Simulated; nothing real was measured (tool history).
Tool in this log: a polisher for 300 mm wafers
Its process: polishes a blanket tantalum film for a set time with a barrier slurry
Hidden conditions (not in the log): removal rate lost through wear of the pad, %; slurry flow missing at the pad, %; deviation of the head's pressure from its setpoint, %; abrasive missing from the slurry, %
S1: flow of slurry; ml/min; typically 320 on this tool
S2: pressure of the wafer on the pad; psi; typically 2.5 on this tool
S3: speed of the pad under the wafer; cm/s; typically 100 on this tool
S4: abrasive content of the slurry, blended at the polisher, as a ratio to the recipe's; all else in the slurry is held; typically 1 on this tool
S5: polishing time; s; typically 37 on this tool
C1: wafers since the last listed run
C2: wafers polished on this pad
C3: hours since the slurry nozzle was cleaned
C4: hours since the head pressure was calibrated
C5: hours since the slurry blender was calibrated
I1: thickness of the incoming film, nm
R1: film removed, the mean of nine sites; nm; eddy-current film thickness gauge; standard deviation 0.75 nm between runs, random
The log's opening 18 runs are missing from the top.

At hour 1210.5: head pressure recalibrated.
Run 19, hour 1273.4: usual settings but S3 70 cm/s, S4 0.9; C1 819; C2 3321; C3 667.6; C4 62.9; C5 245.6; I1 218.8. Result: R1 55.1 nm.
Run 20, hour 1356.3: usual settings but S2 2.9 psi, S4 1.3; C1 708; C2 4029; C3 750.5; C4 145.8; C5 328.5; I1 222.7. Result: R1 96.8 nm.
At hour 1384.7: slurry nozzle cleaned.
Run 21, hour 1460.8: usual settings but S1 250 ml/min, S4 1.1, S5 32 s; C1 884; C2 4914; C3 76.1; C4 250.3; C5 433; I1 224.4. Result: R1 68.6 nm.
At hour 1532.6: worn pad replaced by a new one.
Run 22, hour 1541.9: usual settings but S1 420 ml/min, S4 0.75, S5 29 s; C1 658; C2 79; C3 157.2; C4 331.4; C5 514.1; I1 218.2. Result: R1 63.2 nm.
Run 23, hour 1636.4: usual settings but S1 410 ml/min, S3 126 cm/s, S4 1.2, S5 34 s; C1 807; C2 886; C3 251.7; C4 425.9; C5 608.6; I1 217.5. Result: R1 105 nm.
At hour 1660.2: slurry blender recalibrated.
Run 24, hour 1715.7: usual settings; C1 660; C2 1547; C3 331; C4 505.2; C5 55.5; I1 219. Result: R1 85.2 nm.
Run 25, hour 1801.9: usual settings but S5 30 s; C1 736; C2 2283; C3 417.2; C4 591.4; C5 141.7; I1 222.3. Result: R1 69.7 nm.
Run 26, hour 1874: usual settings; C1 616; C2 2899; C3 489.3; C4 663.5; C5 213.8; I1 218.8. Result: R1 83.7 nm.
Run 27, hour 1973.1: usual settings but S3 70 cm/s; C1 846; C2 3746; C3 588.4; C4 762.6; C5 312.9; I1 216.9. Result: R1 58.8 nm.
At hour 2043.6: slurry nozzle cleaned.
Run 28, hour 2050.6: usual settings but S1 365 ml/min, S2 3.1 psi, S5 28 s; C1 653; C2 4400; C3 7; C4 840.1; C5 390.4; I1 218.7. Result: R1 76.4 nm.
Run 29, hour 2094.9: usual settings but S2 1.9 psi; C1 378; C2 4778; C3 51.3; C4 884.4; C5 434.7; I1 217.2. Result: R1 66.4 nm.
Run 30, hour 2165.1: usual settings but S3 126 cm/s; C1 599; C2 5378; C3 121.5; C4 954.6; C5 504.9; I1 220.1. Result: R1 104 nm.
At hour 2243.9: worn pad replaced by a new one.
Run 31, hour 2253.4: usual settings but S1 245 ml/min, S2 1.9 psi, S3 110 cm/s, S5 50 s; C1 720; C2 81; C3 209.8; C4 1042.9; C5 593.2; I1 221.7. Result: R1 103.9 nm.

Forecast each of these 3 alternatives for the next run:
Run A, hour 2253.8: usual settings; C1 3; C2 84; C3 210.2; C4 1043.3; C5 593.6; I1 219.1. Result: R1 ?.
Run B, hour 2253.8: usual settings but S3 82 cm/s, S4 1.1; C1 3; C2 84; C3 210.2; C4 1043.3; C5 593.6; I1 219.1. Result: R1 ?.
Run C, hour 2253.8: usual settings but S1 270 ml/min, S2 3.3 psi, S4 1.2; C1 3; C2 84; C3 210.2; C4 1043.3; C5 593.6; I1 219.1. Result: R1 ?.

run     R1
  A   89.9
  B   75.6
  C  116.7
With no hidden state in the tool, these same runs would have given:
run     R1
  A     86
  B   72.2
  C  111.6
